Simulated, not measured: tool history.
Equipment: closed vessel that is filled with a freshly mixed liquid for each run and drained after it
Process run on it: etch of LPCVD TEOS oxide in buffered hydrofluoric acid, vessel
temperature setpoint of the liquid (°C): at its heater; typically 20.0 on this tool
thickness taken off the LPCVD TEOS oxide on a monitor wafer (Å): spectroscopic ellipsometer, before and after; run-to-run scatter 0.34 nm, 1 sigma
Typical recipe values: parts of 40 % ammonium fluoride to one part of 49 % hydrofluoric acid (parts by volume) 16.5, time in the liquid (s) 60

| run | hour | temperature setpoint of the liquid (°C) | parts of 40 % ammonium fluoride to one part of 49 % hydrofluoric acid (parts by volume) | time in the liquid (s) | read-back film thickness of the LPCVD TEOS oxide reference wafer, read on the same gauge (nm) | thickness taken off the LPCVD TEOS oxide on a monitor wafer (Å) |
|---|---|---|---|---|---|---|
| 1 | 0.0 | 23.0 | 16.5 | 60 | 100.02 | 1191.2 |
| 2 | 12.9 | 23.0 | 16.5 | 60 | 100.02 | 1174.6 |
|  | 18.3 | gauge calibrated |
| 3 | 27.8 | 23.0 | 16.5 | 60 | 100.00 | 1185.5 |
| 4 | 34.9 | 20.0 | 16.5 | 60 | 100.00 | 999.6 |
| 5 | 48.2 | 21.0 | 16.5 | 60 | 100.01 | 1060.5 |
| 6 | 62.9 | 21.0 | 16.5 | 60 | 99.99 | 1062.4 |
| 7 | 74.8 | 21.0 | 16.5 | 60 | 100.01 | 1061.2 |
| 8 | 83.8 | 20.0 | 16.5 | 85 | 99.99 | 1418.3 |
|  | 98.1 | thermometer replaced |
| 9 | 98.4 | 20.0 | 16.5 | 85 | 99.98 | 1209.0 |
| 10 | 112.1 | 20.0 | 16.5 | 85 | 100.00 | 1216.5 |
| 11 | 119.4 | 20.0 | 16.5 | 60 | 99.98 | 856.2 |
| 12 | 137.0 | 20.0 | 16.5 | 60 | 99.99 | 857.1 |
| 13 | 148.5 | 20.0 | 16.5 | 60 | 100.00 | 862.1 |
| 14 | 164.3 | 24.0 | 23.0 | 60 | 100.02 | 846.0 |
|  | 170.6 | hydrofluoric acid flow meter replaced |
| 15 | 175.8 | 17.0 | 13.5 | 85 | 100.02 | 1450.1 |
| 16 | 187.3 | 21.5 | 16.5 | 60 | 100.03 | 1076.9 |
|  | 192.4 | gauge calibrated |
| 17 | 196.4 | 20.0 | 16.5 | 80 | 100.00 | 1332.5 |
| 18 | 204.3 | 20.0 | 16.5 | 60 | 99.99 | 1000.2 |
| 19 | 221.5 | 20.0 | 16.5 | 60 | 99.97 | 999.2 |
| 20 | 229.9 | 18.5 | 20.5 | 90 | 100.00 | 1124.1 |
| 21 | 239.7 | 25.0 | 11.0 | 80 | 99.98 | 2623.4 |
| 22 | 249.5 | 21.5 | 22.0 | 60 | 100.01 | 840.0 |
| 23 | 264.5 | 23.0 | 18.5 | 50 | 100.01 | 877.4 |
| 24 | 280.0 | 17.0 | 12.5 | 85 | 100.02 | 1566.8 |
| 25 | 286.8 | 22.0 | 18.0 | 45 | 99.98 | 772.0 |

Forecast each of these 5 alternatives for the next run:
| A | 287.5 | 20.0 | 16.5 | 60 | ? | ? |
| B | 287.5 | 20.0 | 18.5 | 70 | ? | ? |
| C | 287.5 | 18.0 | 20.0 | 85 | ? | ? |
| D | 287.5 | 18.5 | 14.5 | 60 | ? | ? |
| E | 287.5 | 20.0 | 12.0 | 60 | ? | ? |

| run | read-back film thickness of the LPCVD TEOS oxide reference wafer, read on the same gauge (nm) | thickness taken off the LPCVD TEOS oxide on a monitor wafer (Å) |
|---|---|---|
| A | 100.03 | 996.0 |
| B | 100.03 | 1038.0 |
| C | 100.03 | 1049.3 |
| D | 100.03 | 1039.7 |
| E | 100.03 | 1362.0 |
Without the tool's hidden state the same runs would have given:
| run | thickness taken off the LPCVD TEOS oxide on a monitor wafer (Å) |
|---|---|
| A | 996.7 |
| B | 1038.7 |
| C | 1042.9 |
| D | 1040.1 |
| E | 1362.7 |
